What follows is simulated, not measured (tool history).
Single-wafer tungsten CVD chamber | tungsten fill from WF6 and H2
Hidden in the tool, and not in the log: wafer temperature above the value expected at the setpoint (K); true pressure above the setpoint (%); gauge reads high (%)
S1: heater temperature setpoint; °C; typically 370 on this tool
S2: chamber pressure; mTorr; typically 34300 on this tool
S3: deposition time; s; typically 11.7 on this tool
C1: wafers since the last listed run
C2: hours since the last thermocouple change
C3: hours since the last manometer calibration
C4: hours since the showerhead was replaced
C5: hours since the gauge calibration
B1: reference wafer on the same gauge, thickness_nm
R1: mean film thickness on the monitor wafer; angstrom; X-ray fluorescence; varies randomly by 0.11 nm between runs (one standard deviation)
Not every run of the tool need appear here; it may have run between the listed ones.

Run 1, hour 0.0: usual settings; C1 0; C2 1176.2; C3 1243.7; C4 6754.8; C5 929.2; B1 22.471. Result: R1 203.09 angstrom.
At hour 26.5: gauge calibrated.
Run 2, hour 35.2: usual settings; C1 1692; C2 1211.4; C3 1278.9; C4 6790.0; C5 8.7; B1 22.515. Result: R1 200.76 angstrom.
Run 3, hour 89.1: usual settings but S1 381 °C, S2 40200 mTorr; C1 2592; C2 1265.3; C3 1332.8; C4 6843.9; C5 62.6; B1 22.466. Result: R1 266.36 angstrom.
Run 4, hour 139.8: usual settings but S1 381 °C, S2 40200 mTorr; C1 2438; C2 1316.0; C3 1383.5; C4 6894.6; C5 113.3; B1 22.484. Result: R1 264.28 angstrom.
Run 5, hour 189.9: usual settings but S1 359 °C, S3 10.7 s; C1 2409; C2 1366.1; C3 1433.6; C4 6944.7; C5 163.4; B1 22.513. Result: R1 147.22 angstrom.
Run 6, hour 226.8: usual settings but S1 359 °C, S3 10.7 s; C1 1774; C2 1403.0; C3 1470.5; C4 6981.6; C5 200.3; B1 22.491. Result: R1 148.73 angstrom.
Run 7, hour 259.5: usual settings; C1 1572; C2 1435.7; C3 1503.2; C4 7014.3; C5 233.0; B1 22.542. Result: R1 200.64 angstrom.
Run 8, hour 310.2: usual settings but S3 12.8 s; C1 2438; C2 1486.4; C3 1553.9; C4 7065.0; C5 283.7; B1 22.485. Result: R1 219.28 angstrom.
Run 9, hour 340.6: usual settings; C1 1462; C2 1516.8; C3 1584.3; C4 7095.4; C5 314.1; B1 22.551. Result: R1 201.74 angstrom.
Run 10, hour 480.9: usual settings; C1 6747; C2 1657.1; C3 1724.6; C4 7235.7; C5 454.4; B1 22.523. Result: R1 199.95 angstrom.
Run 11, hour 519.5: usual settings; C1 1856; C2 1695.7; C3 1763.2; C4 7274.3; C5 493.0; B1 22.536. Result: R1 201.38 angstrom.
Run 12, hour 556.5: usual settings; C1 1779; C2 1732.7; C3 1800.2; C4 7311.3; C5 530.0; B1 22.461. Result: R1 198.90 angstrom.
Run 13, hour 618.5: usual settings but S1 366 °C; C1 2981; C2 1794.7; C3 1862.2; C4 7373.3; C5 592.0; B1 22.500. Result: R1 184.54 angstrom.
Run 14, hour 667.6: usual settings; C1 2361; C2 1843.8; C3 1911.3; C4 7422.4; C5 641.1; B1 22.515. Result: R1 198.53 angstrom.
At hour 678.9: showerhead replaced.
Run 15, hour 701.5: usual settings; C1 1245; C2 1877.7; C3 1945.2; C4 22.6; C5 675.0; B1 22.469. Result: R1 197.46 angstrom.
Run 16, hour 751.5: usual settings; C1 2404; C2 1927.7; C3 1995.2; C4 72.6; C5 725.0; B1 22.496. Result: R1 195.37 angstrom.
Run 17, hour 781.6: usual settings but S2 28800 mTorr, S3 9.7 s; C1 1447; C2 1957.8; C3 2025.3; C4 102.7; C5 755.1; B1 22.509. Result: R1 151.28 angstrom.
Run 18, hour 809.4: usual settings but S1 364 °C, S2 40500 mTorr, S3 13.4 s; C1 1337; C2 1985.6; C3 2053.1; C4 130.5; C5 782.9; B1 22.548. Result: R1 217.36 angstrom.
At hour 865.1: gauge calibrated.
Run 19, hour 879.0: usual settings but S1 357 °C, S2 28500 mTorr, S3 12.5 s; C1 3347; C2 2055.2; C3 2122.7; C4 200.1; C5 13.9; B1 22.471. Result: R1 150.38 angstrom.
Run 20, hour 931.9: usual settings but S1 363 °C, S3 9.5 s; C1 2544; C2 2108.1; C3 2175.6; C4 253.0; C5 66.8; B1 22.490. Result: R1 140.95 angstrom.
Run 21, hour 1001.5: usual settings but S1 361 °C, S2 28300 mTorr, S3 14.0 s; C1 3347; C2 2177.7; C3 2245.2; C4 322.6; C5 136.4; B1 22.457. Result: R1 180.78 angstrom.
Run 22, hour 1051.2: usual settings but S1 381 °C, S3 13.0 s; C1 2390; C2 2227.4; C3 2294.9; C4 372.3; C5 186.1; B1 22.533. Result: R1 265.92 angstrom.
Run 23, hour 1122.5: usual settings but S2 28900 mTorr; C1 3429; C2 2298.7; C3 2366.2; C4 443.6; C5 257.4; B1 22.440. Result: R1 181.93 angstrom.
Run 24, hour 1157.5: usual settings but S1 365 °C, S3 13.4 s; C1 1683; C2 2333.7; C3 2401.2; C4 478.6; C5 292.4; B1 22.563. Result: R1 203.63 angstrom.

Predict the results of run 25:
At hour 1175.9: capacitance manometer re-zeroed and calibrated.
Run 25, hour 1194.4: usual settings; C1 1389; C2 2370.6; C3 18.5; C4 515.5; C5 329.3; B1 ?. Result: R1 ?.

{"run 25": {"B1": 22.539, "R1": 198.68}}
Take away the tool's hidden state, keep the run-to-run variation as it was, and the same run would have given R1 212.03 angstrom.
